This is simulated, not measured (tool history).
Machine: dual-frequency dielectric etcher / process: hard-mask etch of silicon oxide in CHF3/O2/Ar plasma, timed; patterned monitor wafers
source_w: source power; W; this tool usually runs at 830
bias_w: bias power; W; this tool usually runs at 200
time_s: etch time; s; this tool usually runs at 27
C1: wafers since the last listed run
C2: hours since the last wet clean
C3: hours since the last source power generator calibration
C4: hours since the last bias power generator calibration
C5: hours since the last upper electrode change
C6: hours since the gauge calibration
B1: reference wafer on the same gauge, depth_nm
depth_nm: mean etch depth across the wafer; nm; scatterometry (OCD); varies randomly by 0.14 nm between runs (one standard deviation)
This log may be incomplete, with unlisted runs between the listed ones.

Run 1, hour 0: usual settings but source_w 770 W; C1 0; C2 334.6; C3 4203.6; C4 3037; C5 2571.3; C6 544.2; B1 75.3. Result: depth_nm 65.7 nm.
Run 2, hour 55.2: usual settings but source_w 770 W; C1 600; C2 389.8; C3 4258.8; C4 3092.2; C5 2626.5; C6 599.4; B1 75.3. Result: depth_nm 65.8 nm.
Run 3, hour 149.2: usual settings; C1 1023; C2 483.8; C3 4352.8; C4 3186.2; C5 2720.5; C6 693.4; B1 75.2. Result: depth_nm 68.7 nm.
Run 4, hour 192.8: usual settings; C1 474; C2 527.4; C3 4396.4; C4 3229.8; C5 2764.1; C6 737; B1 75.2. Result: depth_nm 68.6 nm.
At hour 214: source power generator calibrated.
At hour 233.5: wet clean of the chamber.
Run 5, hour 264.9: usual settings; C1 528; C2 31.4; C3 50.9; C4 3301.9; C5 2836.2; C6 809.1; B1 75.3. Result: depth_nm 64.8 nm.
Run 6, hour 329.8: usual settings; C1 706; C2 96.3; C3 115.8; C4 3366.8; C5 2901.1; C6 874; B1 75.3. Result: depth_nm 64.8 nm.
Run 7, hour 412.9: usual settings; C1 904; C2 179.4; C3 198.9; C4 3449.9; C5 2984.2; C6 957.1; B1 75.3. Result: depth_nm 65 nm.
Run 8, hour 496.7: usual settings but time_s 30 s; C1 912; C2 263.2; C3 282.7; C4 3533.7; C5 3068; C6 1040.9; B1 75.3. Result: depth_nm 72.4 nm.
Run 9, hour 580.3: usual settings; C1 909; C2 346.8; C3 366.3; C4 3617.3; C5 3151.6; C6 1124.5; B1 75.4. Result: depth_nm 65 nm.
Run 10, hour 680.6: usual settings; C1 1091; C2 447.1; C3 466.6; C4 3717.6; C5 3251.9; C6 1224.8; B1 75.3. Result: depth_nm 65.1 nm.
At hour 740.1: wet clean of the chamber.
At hour 748.7: source power generator calibrated, repeated, since the last time left the tool worse.
Run 11, hour 773: usual settings but source_w 980 W; C1 700; C2 32.9; C3 24.3; C4 3810; C5 3344.3; C6 1317.2; B1 75.3. Result: depth_nm 73.4 nm.
At hour 780.9: bias power generator calibrated.
Run 12, hour 875.8: usual settings; C1 1075; C2 135.7; C3 127.1; C4 94.9; C5 3447.1; C6 1420; B1 75.3. Result: depth_nm 67.2 nm.
Run 13, hour 936.7: usual settings; C1 662; C2 196.6; C3 188; C4 155.8; C5 3508; C6 1480.9; B1 75.3. Result: depth_nm 67.5 nm.
Run 14, hour 977: usual settings but source_w 720 W, bias_w 219 W, time_s 23.5 s; C1 438; C2 236.9; C3 228.3; C4 196.1; C5 3548.3; C6 1521.2; B1 75.3. Result: depth_nm 56.1 nm.
At hour 1059.7: upper electrode replaced.
Run 15, hour 1070.5: usual settings but source_w 940 W, bias_w 218 W, time_s 34 s; C1 756; C2 330.4; C3 321.8; C4 289.6; C5 10.8; C6 1614.7; B1 75.3. Result: depth_nm 93.4 nm.

Run 16 has not been measured yet. What should we expect?
At hour 1083.6: gauge calibrated.
Run 16, hour 1111.9: usual settings but bias_w 235 W; C1 450; C2 371.8; C3 363.2; C4 331; C5 52.2; C6 28.3; B1 ?. Result: depth_nm ?.

Run 16 yielded B1 75.4, depth_nm 71.8 nm.
With the hidden condition absent and the run-to-run variation left alone, this run would have shown depth_nm 71.5 nm.
